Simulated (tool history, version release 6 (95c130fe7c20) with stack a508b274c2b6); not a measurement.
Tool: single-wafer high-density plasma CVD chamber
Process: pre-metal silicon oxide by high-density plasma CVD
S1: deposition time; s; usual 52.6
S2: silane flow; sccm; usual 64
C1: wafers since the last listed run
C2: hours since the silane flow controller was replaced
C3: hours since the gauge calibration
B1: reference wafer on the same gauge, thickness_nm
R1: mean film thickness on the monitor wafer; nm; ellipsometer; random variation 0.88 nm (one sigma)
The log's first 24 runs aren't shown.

run	day	S1	S2	C1	C2	C3	B1	R1
25	106.296	52.6	60	1199	1361.5	796.1	302.956	292.196
26	107.925	52.6	64	438	1400.6	835.2	303.206	311.148
27	110.904	60	60	801	1472.1	906.7	302.909	331.958
28	113.779	59.1	76	773	1541.1	975.7	302.899	415.398
29	115.538	59.2	52	472	1583.3	1017.9	302.95	285.657
30	118.767	60.9	59	868	1660.8	1095.4	303.047	330.801
31	128.892	45.3	73	2723	1903.8	1338.4	303.04	304.368
32	132.888	52.6	64	1074	1999.7	1434.3	303.116	311.638
33	134.558	52.6	64	449	2039.8	1474.4	302.884	307.918
34	138.338	52.6	60	1016	2130.5	1565.1	303.292	291.139
35	141.383	44.5	69	819	2203.6	1638.2	302.787	282.877
36	145.112	61.9	56	1003	2293.1	1727.7	302.886	318.683

Forecast each of these 4 alternatives for the next run:
A	145.129	44.1	64	4	2293.5	1728.1	?	?
B	145.129	58.7	70	4	2293.5	1728.1	?	?
C	145.129	55.9	64	4	2293.5	1728.1	?	?
D	145.129	60	54	4	2293.5	1728.1	?	?

run	B1	R1
A	303.297	259.858
B	303.297	378.315
C	303.297	329.389
D	303.297	298.306
Without the tool's hidden state the same runs would have given:
run	R1
A	266.63
B	388.174
C	337.973
D	306.081

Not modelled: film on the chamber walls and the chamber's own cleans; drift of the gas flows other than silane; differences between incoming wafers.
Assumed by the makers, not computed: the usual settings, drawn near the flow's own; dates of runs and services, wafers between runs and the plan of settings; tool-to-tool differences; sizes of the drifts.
